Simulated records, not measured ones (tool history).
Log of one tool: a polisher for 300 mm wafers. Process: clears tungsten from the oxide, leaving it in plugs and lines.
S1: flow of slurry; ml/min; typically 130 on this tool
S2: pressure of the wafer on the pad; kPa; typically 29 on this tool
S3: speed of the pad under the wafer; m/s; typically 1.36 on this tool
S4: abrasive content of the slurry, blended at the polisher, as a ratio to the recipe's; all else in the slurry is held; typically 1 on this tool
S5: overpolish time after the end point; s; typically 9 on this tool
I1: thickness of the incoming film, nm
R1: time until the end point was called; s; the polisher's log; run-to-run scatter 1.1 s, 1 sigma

run	hour	S1	S2	S3	S4	S5	I1	R1
1	0	130	29	1.36	1	8	604.6	83.7
2	93.8	130	29	1.36	1	8	610.2	83.5
3	131.2	130	29	1.36	1	9	601.4	82.1
4	202.9	130	29	1.36	1	9	598.4	82
# hour 244.1: slurry tank refilled with fresh slurry and peroxide
5	295.1	130	29	1.36	1	9	608.1	83.3
# hour 329.8: slurry nozzle cleaned
6	394.2	130	29	1.36	1	9	609.7	82.4
# hour 496.9: slurry blender recalibrated
# hour 502.7: worn pad replaced by a new one
# hour 574.4: head pressure recalibrated
7	714.9	130	29	1.36	1	9	606.4	82.1
8	810.9	130	29	1.36	1	6	613	84.6
# hour 833.7: slurry tank refilled with fresh slurry and peroxide
9	852	130	29	1.36	1	6	603.5	81.3
10	931	130	29	1.36	1	6	602	82.3
# hour 995.3: slurry nozzle cleaned
11	1019.8	130	29	1.36	0.7	9	610.8	98.5
# hour 1076.9: slurry blender recalibrated
12	1089.2	130	18.6	0.92	1.2	9	613.2	172.6
# hour 1113.9: worn pad replaced by a new one
13	1143	130	29	1.36	1	9	609.2	80.8
14	1249.2	130	29	1.36	1	9	604.7	82.2
15	1305.7	130	29	1.7	1	9	601.9	65.5
16	1364.1	155	29	1.76	0.75	9	597.1	69.3
17	1437.3	130	19.3	1.36	1	9	598.8	120.5
# hour 1444.7: slurry tank refilled with fresh slurry and peroxide
# hour 1578: slurry blender recalibrated
18	1631.6	130	29	1.36	1	9	611.5	81.9
# hour 1674.7: slurry nozzle cleaned
# hour 1691.2: head pressure recalibrated
19	1698	95	26.2	1.36	1.25	9	606.8	91.3
# hour 1727.4: worn pad replaced by a new one
20	1802.4	130	29	1.36	1	9	598.6	80.5
21	1877.3	130	29	1.36	1	9	619.5	83.5
22	1935.7	160	36.5	1.76	1	12	605.3	48.3
# hour 1963.9: slurry tank refilled with fresh slurry and peroxide
23	1985.4	130	29	1.36	1	9	616.7	83
24	2046.4	175	35.2	1.36	1	9	603.4	64.5
25	2108.2	130	29	1.36	1	7	604.4	82.8
# hour 2150.4: slurry blender recalibrated
26	2181.5	130	29	1.36	1	9	619.9	86.3
27	2234.2	130	29	1.36	1.1	12	606	81

Give the tool's hidden conditions for every run:
removal rate lost through wear of the pad, %: 0, the same for each run
slurry flow missing at the pad, %: 0, the same for each run
deviation of the head's pressure from its setpoint, %: 0, the same for each run
abrasive missing from the slurry, %: 0, the same for each run
peroxide lost from the slurry, %: 0, the same for each run
